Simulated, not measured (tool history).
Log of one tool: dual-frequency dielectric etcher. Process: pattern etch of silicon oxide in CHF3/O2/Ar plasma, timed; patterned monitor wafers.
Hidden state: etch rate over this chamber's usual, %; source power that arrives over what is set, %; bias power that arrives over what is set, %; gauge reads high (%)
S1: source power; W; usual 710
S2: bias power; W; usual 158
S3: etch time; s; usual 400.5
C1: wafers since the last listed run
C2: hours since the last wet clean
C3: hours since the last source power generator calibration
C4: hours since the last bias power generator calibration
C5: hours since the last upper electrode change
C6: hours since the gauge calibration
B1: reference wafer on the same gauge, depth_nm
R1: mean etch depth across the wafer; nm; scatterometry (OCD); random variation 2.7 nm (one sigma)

run	hour	S1	S2	S3	C1	C2	C3	C4	C5	C6	B1	R1
1	0.0	710	158	400.5	0	390.2	598.1	2760.1	2875.6	356.3	880.6	768.1
# hour 85.5: wet clean of the chamber
2	86.0	710	158	400.5	165	0.5	684.1	2846.1	2961.6	442.3	880.2	760.1
3	119.7	790	158	400.5	89	34.2	717.8	2879.8	2995.3	476.0	880.2	792.6
4	191.5	710	158	400.5	191	106.0	789.6	2951.6	3067.1	547.8	880.7	770.6
5	253.0	710	158	400.5	164	167.5	851.1	3013.1	3128.6	609.3	881.2	763.4
6	282.5	710	158	400.5	78	197.0	880.6	3042.6	3158.1	638.8	881.7	767.5
7	350.4	710	158	400.5	181	264.9	948.5	3110.5	3226.0	706.7	879.9	772.3
8	421.2	710	158	400.5	188	335.7	1019.3	3181.3	3296.8	777.5	880.1	782.7
9	488.4	710	158	400.5	179	402.9	1086.5	3248.5	3364.0	844.7	879.8	780.7
# hour 505.6: gauge calibrated
# hour 528.8: wet clean of the chamber
10	529.3	590	158	450.5	45	0.5	1127.4	3289.4	3404.9	23.7	879.4	809.4
11	543.7	710	158	400.5	38	14.9	1141.8	3303.8	3419.3	38.1	880.1	769.1
# hour 580.0: upper electrode replaced
12	614.1	710	158	400.5	123	85.3	1212.2	3374.2	34.1	108.5	880.4	771.0
13	656.6	820	158	400.5	113	127.8	1254.7	3416.7	76.6	151.0	880.8	810.6
14	714.6	820	145	295.5	154	185.8	1312.7	3474.7	134.6	209.0	880.8	578.7
15	752.7	710	158	282.0	101	223.9	1350.8	3512.8	172.7	247.1	878.8	546.8
16	818.0	710	158	400.5	174	289.2	1416.1	3578.1	238.0	312.4	879.0	782.9
17	864.4	710	158	359.0	123	335.6	1462.5	3624.5	284.4	358.8	879.2	698.2
# hour 883.8: bias power generator calibrated
18	917.5	710	158	486.0	131	388.7	1515.6	33.7	337.5	411.9	880.2	955.0
# hour 950.4: source power generator calibrated
# hour 988.0: wet clean of the chamber
19	988.5	810	140	444.5	114	0.5	38.1	104.7	408.5	482.9	881.1	829.9
20	1024.1	830	141	490.0	94	36.1	73.7	140.3	444.1	518.5	881.1	929.1
21	1057.5	640	148	331.0	89	69.5	107.1	173.7	477.5	551.9	880.3	588.9
22	1099.9	710	158	400.5	113	111.9	149.5	216.1	519.9	594.3	880.2	763.7
23	1142.7	840	158	400.5	114	154.7	192.3	258.9	562.7	637.1	879.5	809.9
24	1168.0	540	158	317.0	67	180.0	217.6	284.2	588.0	662.4	880.0	547.8
25	1206.8	760	185	368.5	103	218.8	256.4	323.0	626.8	701.2	880.3	773.0
# hour 1304.0: gauge calibrated
# hour 1352.3: wet clean of the chamber
26	1352.8	710	158	400.5	325	0.5	402.4	469.0	772.8	48.8	878.3	756.2
27	1377.7	710	138	400.5	66	25.4	427.3	493.9	797.7	73.7	879.9	710.0
28	1435.1	710	169	400.5	153	82.8	484.7	551.3	855.1	131.1	880.5	783.1

The tool's hidden state at each run:
bias power that arrives over what is set, %: 0 in every run
gauge reads high (%): 0 in every run
H1: etch rate over this chamber's usual, %
H2: source power that arrives over what is set, %
run	H1	H2
1	1.48	0.412
2	0.254	0.647
3	0.425	0.748
4	0.788	0.978
5	1.1	1.19
6	1.25	1.3
7	1.59	1.57
8	1.95	1.86
9	2.29	2.16
10	0.103	2.36
11	0.176	2.43
12	0.532	2.78
13	0.747	3
14	1.04	3.32
15	1.23	3.53
16	1.56	3.92
17	1.8	4.2
18	2.07	4.54
19	0.0172	-1.05
20	0.197	-1.04
21	0.366	-1.03
22	0.581	-1.01
23	0.798	-0.976
24	0.926	-0.954
25	1.12	-0.915
26	0.265	-0.71
27	0.392	-0.666
28	0.682	-0.555

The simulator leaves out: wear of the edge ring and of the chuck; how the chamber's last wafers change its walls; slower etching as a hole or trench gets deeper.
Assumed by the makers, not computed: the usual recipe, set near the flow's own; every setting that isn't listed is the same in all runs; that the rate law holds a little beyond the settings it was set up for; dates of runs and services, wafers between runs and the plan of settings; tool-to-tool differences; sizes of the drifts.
